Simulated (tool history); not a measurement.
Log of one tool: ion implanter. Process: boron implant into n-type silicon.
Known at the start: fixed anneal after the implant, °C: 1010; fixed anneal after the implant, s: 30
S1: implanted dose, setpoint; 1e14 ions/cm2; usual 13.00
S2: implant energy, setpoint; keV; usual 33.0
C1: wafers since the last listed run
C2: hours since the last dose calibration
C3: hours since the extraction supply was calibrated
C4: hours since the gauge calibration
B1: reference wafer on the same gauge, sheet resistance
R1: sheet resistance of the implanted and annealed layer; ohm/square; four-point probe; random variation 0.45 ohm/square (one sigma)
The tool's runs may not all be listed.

| run | day | S1 | S2 | C1 | C2 | C3 | C4 | B1 | R1 |
|---|---|---|---|---|---|---|---|---|---|
| 1 | 0.000 | 13.00 | 33.0 | 0 | 767.9 | 3238.9 | 84.5 | 100.90 | 95.00 |
| 2 | 2.350 | 13.00 | 33.0 | 968 | 824.3 | 3295.3 | 140.9 | 100.95 | 95.25 |
| 3 | 6.258 | 13.00 | 41.5 | 1610 | 918.1 | 3389.1 | 234.7 | 100.89 | 93.47 |
| 4 | 7.700 | 13.00 | 41.5 | 594 | 952.7 | 3423.7 | 269.3 | 100.94 | 94.09 |
| 5 | 8.742 | 13.00 | 41.5 | 429 | 977.7 | 3448.7 | 294.3 | 100.88 | 93.35 |
| 6 | 10.888 | 13.00 | 33.0 | 884 | 1029.2 | 3500.2 | 345.8 | 100.86 | 95.28 |
|  | 12.167 | extraction supply calibrated |
|  | 12.283 | Faraday cup replaced and dose calibrated |
| 7 | 12.304 | 13.00 | 33.0 | 398 | 0.5 | 3.3 | 379.8 | 100.84 | 91.96 |
| 8 | 14.083 | 14.26 | 40.5 | 733 | 43.2 | 46.0 | 422.5 | 100.89 | 84.47 |
|  | 15.446 | gauge calibrated |
| 9 | 15.767 | 13.00 | 33.0 | 693 | 83.6 | 86.4 | 7.7 | 100.99 | 92.92 |
| 10 | 17.146 | 15.43 | 37.0 | 568 | 116.7 | 119.5 | 40.8 | 100.82 | 81.06 |
| 11 | 19.738 | 13.00 | 33.0 | 1068 | 178.9 | 181.7 | 103.0 | 101.03 | 93.66 |
| 12 | 20.912 | 9.11 | 25.0 | 484 | 207.1 | 209.9 | 131.2 | 100.80 | 129.28 |
| 13 | 23.529 | 11.92 | 33.0 | 1078 | 269.9 | 272.7 | 194.0 | 100.86 | 101.14 |
| 14 | 25.146 | 13.00 | 33.0 | 666 | 308.7 | 311.5 | 232.8 | 100.83 | 94.06 |
| 15 | 27.708 | 10.50 | 28.0 | 1056 | 370.2 | 373.0 | 294.3 | 100.91 | 114.86 |
| 16 | 30.638 | 14.49 | 21.5 | 1207 | 440.5 | 443.3 | 364.6 | 100.84 | 90.23 |
| 17 | 31.950 | 14.65 | 28.0 | 540 | 472.0 | 474.8 | 396.1 | 100.90 | 88.18 |
| 18 | 34.583 | 11.15 | 39.5 | 1085 | 535.2 | 538.0 | 459.3 | 100.89 | 107.39 |

5 ways to go on from here, each from the tool as it stands after run 18. What would each give?
| A | 34.600 | 13.00 | 28.5 | 6 | 535.6 | 538.4 | 459.7 | ? | ? |
| B | 34.600 | 13.00 | 41.0 | 6 | 535.6 | 538.4 | 459.7 | ? | ? |
| C | 34.600 | 16.51 | 28.0 | 6 | 535.6 | 538.4 | 459.7 | ? | ? |
| D | 34.600 | 10.76 | 29.5 | 6 | 535.6 | 538.4 | 459.7 | ? | ? |
| E | 34.600 | 13.00 | 21.5 | 6 | 535.6 | 538.4 | 459.7 | ? | ? |

| run | B1 | R1 |
|---|---|---|
| A | 100.88 | 96.02 |
| B | 100.88 | 93.96 |
| C | 100.88 | 79.65 |
| D | 100.88 | 111.93 |
| E | 100.88 | 98.38 |
Without the tool's hidden state the same runs would have given:
| run | R1 |
|---|---|
| A | 92.82 |
| B | 90.73 |
| C | 77.18 |
| D | 108.12 |
| E | 95.26 |
